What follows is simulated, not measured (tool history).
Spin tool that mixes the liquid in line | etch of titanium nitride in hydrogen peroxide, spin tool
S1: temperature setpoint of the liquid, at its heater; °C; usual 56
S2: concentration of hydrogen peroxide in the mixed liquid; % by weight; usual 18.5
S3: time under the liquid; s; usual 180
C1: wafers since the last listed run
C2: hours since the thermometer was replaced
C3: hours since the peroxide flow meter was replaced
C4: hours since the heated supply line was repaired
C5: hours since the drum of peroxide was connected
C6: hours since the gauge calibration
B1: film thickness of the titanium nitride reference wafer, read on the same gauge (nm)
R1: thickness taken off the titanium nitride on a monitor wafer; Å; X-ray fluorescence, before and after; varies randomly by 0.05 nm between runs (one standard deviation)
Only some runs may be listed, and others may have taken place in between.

| run | hour | S1 | S2 | S3 | C1 | C2 | C3 | C4 | C5 | C6 | B1 | R1 |
|---|---|---|---|---|---|---|---|---|---|---|---|---|
| 1 | 0 | 56 | 18.5 | 180 | 0 | 180.8 | 1934.8 | 3131.1 | 453.7 | 510.6 | 111.31 | 64.5 |
| 2 | 43.5 | 56 | 18.5 | 180 | 324 | 224.3 | 1978.3 | 3174.6 | 497.2 | 554.1 | 111.43 | 65.6 |
|  | 58.6 | new drum of peroxide connected |
|  | 109.1 | heated supply line repaired |
| 3 | 149 | 56 | 18.5 | 180 | 772 | 329.8 | 2083.8 | 39.9 | 90.4 | 659.6 | 111.67 | 64.6 |
| 4 | 280.7 | 56 | 16.5 | 180 | 983 | 461.5 | 2215.5 | 171.6 | 222.1 | 791.3 | 111.96 | 63.9 |
| 5 | 335.5 | 56 | 16.5 | 180 | 409 | 516.3 | 2270.3 | 226.4 | 276.9 | 846.1 | 112.07 | 64.2 |
| 6 | 392 | 56 | 16.5 | 180 | 421 | 572.8 | 2326.8 | 282.9 | 333.4 | 902.6 | 112.22 | 64.6 |
|  | 444.9 | peroxide flow meter replaced |
| 7 | 456.7 | 63 | 15.5 | 110 | 475 | 637.5 | 11.8 | 347.6 | 398.1 | 967.3 | 112.36 | 61.4 |
| 8 | 509.4 | 56 | 18.5 | 180 | 393 | 690.2 | 64.5 | 400.3 | 450.8 | 1020 | 112.5 | 65.9 |
| 9 | 607 | 56 | 18.5 | 180 | 728 | 787.8 | 162.1 | 497.9 | 548.4 | 1117.6 | 112.74 | 65.5 |
|  | 620.9 | new drum of peroxide connected |
|  | 646.1 | thermometer replaced |
| 10 | 672.5 | 56 | 13.5 | 210 | 474 | 26.4 | 227.6 | 563.4 | 51.6 | 1183.1 | 112.87 | 72.8 |
| 11 | 735 | 48 | 18.5 | 215 | 466 | 88.9 | 290.1 | 625.9 | 114.1 | 1245.6 | 113.04 | 44.6 |
| 12 | 811.6 | 46.5 | 20.5 | 180 | 572 | 165.5 | 366.7 | 702.5 | 190.7 | 1322.2 | 113.22 | 34.4 |
| 13 | 888.7 | 62.5 | 13.5 | 280 | 575 | 242.6 | 443.8 | 779.6 | 267.8 | 1399.3 | 113.4 | 150.3 |
|  | 969.3 | gauge calibrated |
| 14 | 991.4 | 52 | 13 | 265 | 766 | 345.3 | 546.5 | 882.3 | 370.5 | 22.1 | 110.7 | 66.4 |
| 15 | 1093.5 | 56 | 18.5 | 180 | 762 | 447.4 | 648.6 | 984.4 | 472.6 | 124.2 | 110.93 | 64 |
|  | 1181.4 | new drum of peroxide connected |
| 16 | 1198 | 56 | 15 | 265 | 772 | 551.9 | 753.1 | 1088.9 | 16.6 | 228.7 | 111.17 | 91.3 |
| 17 | 1258.5 | 50.5 | 15.5 | 290 | 451 | 612.4 | 813.6 | 1149.4 | 77.1 | 289.2 | 111.34 | 68 |
| 18 | 1351.2 | 62.5 | 14 | 110 | 692 | 705.1 | 906.3 | 1242.1 | 169.8 | 381.9 | 111.54 | 58.7 |
| 19 | 1414.9 | 56 | 18.5 | 180 | 475 | 768.8 | 970 | 1305.8 | 233.5 | 445.6 | 111.66 | 64.9 |
| 20 | 1466 | 48 | 18.5 | 180 | 381 | 819.9 | 1021.1 | 1356.9 | 284.6 | 496.7 | 111.8 | 36.8 |
| 21 | 1545.9 | 56 | 15 | 265 | 596 | 899.8 | 1101 | 1436.8 | 364.5 | 576.6 | 111.99 | 91.8 |
|  | 1573.6 | thermometer replaced |
| 22 | 1585.3 | 56 | 13 | 100 | 286 | 11.7 | 1140.4 | 1476.2 | 403.9 | 616 | 112.08 | 34.1 |
| 23 | 1667.2 | 56 | 18.5 | 180 | 611 | 93.6 | 1222.3 | 1558.1 | 485.8 | 697.9 | 112.27 | 65.4 |
| 24 | 1772 | 56 | 18.5 | 180 | 782 | 198.4 | 1327.1 | 1662.9 | 590.6 | 802.7 | 112.53 | 67.1 |

Branching from run 24: 5 alternative next runs. What would each branch give?
| A | 1772.5 | 61 | 18.5 | 180 | 3 | 198.9 | 1327.6 | 1663.4 | 591.1 | 803.2 | ? | ? |
| B | 1772.5 | 59.5 | 21 | 100 | 3 | 198.9 | 1327.6 | 1663.4 | 591.1 | 803.2 | ? | ? |
| C | 1772.5 | 62 | 14 | 250 | 3 | 198.9 | 1327.6 | 1663.4 | 591.1 | 803.2 | ? | ? |
| D | 1772.5 | 50 | 20.5 | 85 | 3 | 198.9 | 1327.6 | 1663.4 | 591.1 | 803.2 | ? | ? |
| E | 1772.5 | 56 | 18.5 | 215 | 3 | 198.9 | 1327.6 | 1663.4 | 591.1 | 803.2 | ? | ? |

| run | B1 | R1 |
|---|---|---|
| A | 112.5 | 93.4 |
| B | 112.5 | 48.1 |
| C | 112.5 | 130.8 |
| D | 112.5 | 20.9 |
| E | 112.5 | 79.2 |
With the hidden condition removed and each run's random variation left untouched, the same runs would have given:
| run | R1 |
|---|---|
| A | 91.3 |
| B | 47.1 |
| C | 127.9 |
| D | 20.4 |
| E | 77.4 |

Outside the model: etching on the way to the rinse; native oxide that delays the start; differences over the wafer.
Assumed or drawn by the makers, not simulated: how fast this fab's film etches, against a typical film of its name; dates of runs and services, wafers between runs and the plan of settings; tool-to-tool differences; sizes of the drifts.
